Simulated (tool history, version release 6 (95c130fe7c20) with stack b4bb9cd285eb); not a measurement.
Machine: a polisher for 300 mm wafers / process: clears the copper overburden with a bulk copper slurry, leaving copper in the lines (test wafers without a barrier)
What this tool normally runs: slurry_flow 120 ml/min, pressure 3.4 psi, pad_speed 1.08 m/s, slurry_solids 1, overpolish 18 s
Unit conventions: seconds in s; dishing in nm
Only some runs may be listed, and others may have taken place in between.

run	hour	slurry_flow	pressure	pad_speed	slurry_solids	overpolish	incoming thickness of the incoming film, nm	seconds	dishing
1	0	120	3.4	1.08	1	18	1337.1	105.7	84.5
2	36.5	120	3.4	1.08	1	18	1328.5	107.1	86.2
3	91.4	120	4	1.08	1	18	1315.8	90.8	93.3
4	137.1	120	4	1.08	1	18	1341.5	92.1	95.3
5	207.2	120	4	1.08	1	18	1311.9	91.6	88.6
6	273.5	120	4.3	1.08	1	18	1302.5	88.4	91.4
7	305.8	120	4.3	1.08	1	18	1321	89.6	89.8
8	375.3	85	3.4	1.08	0.85	14	1330.7	120.5	73.5
9	425.2	105	3.4	1.08	1.25	18	1327.8	103	84.4
10	473.5	85	3.4	1.08	1	15	1319.2	119.1	75.5
11	523.8	145	3.4	1.42	1	11	1303.1	78.5	76.2
12	570.2	90	3.4	1.08	0.75	18	1325.3	130.8	79.9
13	633.2	120	3.4	1.08	1	18	1311.6	110	84.4
14	704.4	120	3.4	1.08	1	15	1334.2	112.4	75.8
15	738.6	120	3.4	0.76	1	18	1314.9	155.2	70.1
16	790.7	120	3.4	1.08	1	18	1310.2	111	88.4
17	860.7	120	3.4	0.88	1	18	1309.6	134.7	77.3
18	906.2	120	3.4	1.08	1	18	1323.5	103.2	84.9
19	945.8	120	4	1.08	1	18	1316.2	88.4	89.1
20	989.8	120	3.4	1.18	1.1	21	1309.3	93.4	87.3
21	1036.6	140	3.4	1.08	1	18	1341.4	103.2	85
22	1076.9	80	4.1	0.9	1	12	1329.9	121.9	68.9
23	1146.6	120	2.7	0.92	1	18	1301.1	158.2	71.4
24	1200.5	85	2.3	1.08	1	18	1316.5	175.6	64.4
25	1225.9	95	2.4	0.84	0.7	18	1316.6	235.7	55.5
26	1280.1	120	3.4	1.32	1	18	1308.1	88.1	90.2
27	1325.4	120	3.4	1.08	1	18	1302.3	108.1	83.7
28	1372.5	120	3.4	1.08	1	18	1318.9	99.5	88.5

Missing from the log above: 9 entries noted between runs. For each, name the pair of listed runs it sits between and say how the tool's hidden condition differs from the listed run just before to the listed run just after:
Run 3 -> run 4: slurry blender recalibrated (hour 102)
  removal rate lost through wear of the pad, %: 7.51 -> 8.25; deviation of the head's pressure from its setpoint, %: 4.2 -> 4.38
  measured minus no-state result, seconds: +3.3 -> +3.9 s; dishing: -0.4 -> -0.5 nm
Run 5 -> run 6: head pressure recalibrated (hour 220.2)
  removal rate lost through wear of the pad, %: 9.01 -> 9.45; deviation of the head's pressure from its setpoint, %: 4.66 -> 0.143
  measured minus no-state result, seconds: +4.4 -> +8.3 s; dishing: -0.7 -> -2.4 nm
Run 7 -> run 8: worn pad replaced by a new one (hour 373.9)
  removal rate lost through wear of the pad, %: 9.61 -> 0.95; deviation of the head's pressure from its setpoint, %: 0.271 -> 0.544
  measured minus no-state result, seconds: +8.4 -> +0.5 s; dishing: -2.3 -> -0.1 nm
Run 10 -> run 11: slurry nozzle cleaned (hour 523.3)
  removal rate lost through wear of the pad, %: 5.67 -> 7.1; deviation of the head's pressure from its setpoint, %: 0.93 -> 1.13
  measured minus no-state result, seconds: +5.7 -> +4.8 s; dishing: -1.5 -> -1.9 nm
Run 13 -> run 14: slurry blender recalibrated (hour 637.9)
  removal rate lost through wear of the pad, %: 8.92 -> 9.55; deviation of the head's pressure from its setpoint, %: 1.56 -> 1.84
  measured minus no-state result, seconds: +8.2 -> +8.8 s; dishing: -2 -> -2.4 nm
Run 17 -> run 18: worn pad replaced by a new one (hour 871)
  removal rate lost through wear of the pad, %: 10.2 -> 2.46; deviation of the head's pressure from its setpoint, %: 2.45 -> 2.63
  measured minus no-state result, seconds: +10.7 -> -0.1 s; dishing: -2.5 -> +0.3 nm
Run 21 -> run 22: slurry nozzle cleaned (hour 1059.6)
  removal rate lost through wear of the pad, %: 6.97 -> 7.72; deviation of the head's pressure from its setpoint, %: 3.15 -> 3.3
  measured minus no-state result, seconds: +4.1 -> +5.7 s; dishing: -0.7 -> -1.7 nm
Run 23 -> run 24: slurry blender recalibrated (hour 1165.1)
  removal rate lost through wear of the pad, %: 8.61 -> 9.05; deviation of the head's pressure from its setpoint, %: 3.58 -> 3.79
  measured minus no-state result, seconds: +8.5 -> +9.9 s; dishing: -1.5 -> -1.5 nm
Run 27 -> run 28: worn pad replaced by a new one (hour 1350)
  removal rate lost through wear of the pad, %: 9.63 -> 1.53; deviation of the head's pressure from its setpoint, %: 4.28 -> 4.47
  measured minus no-state result, seconds: +6.2 -> -2.9 s; dishing: -1.1 -> +1.3 nm
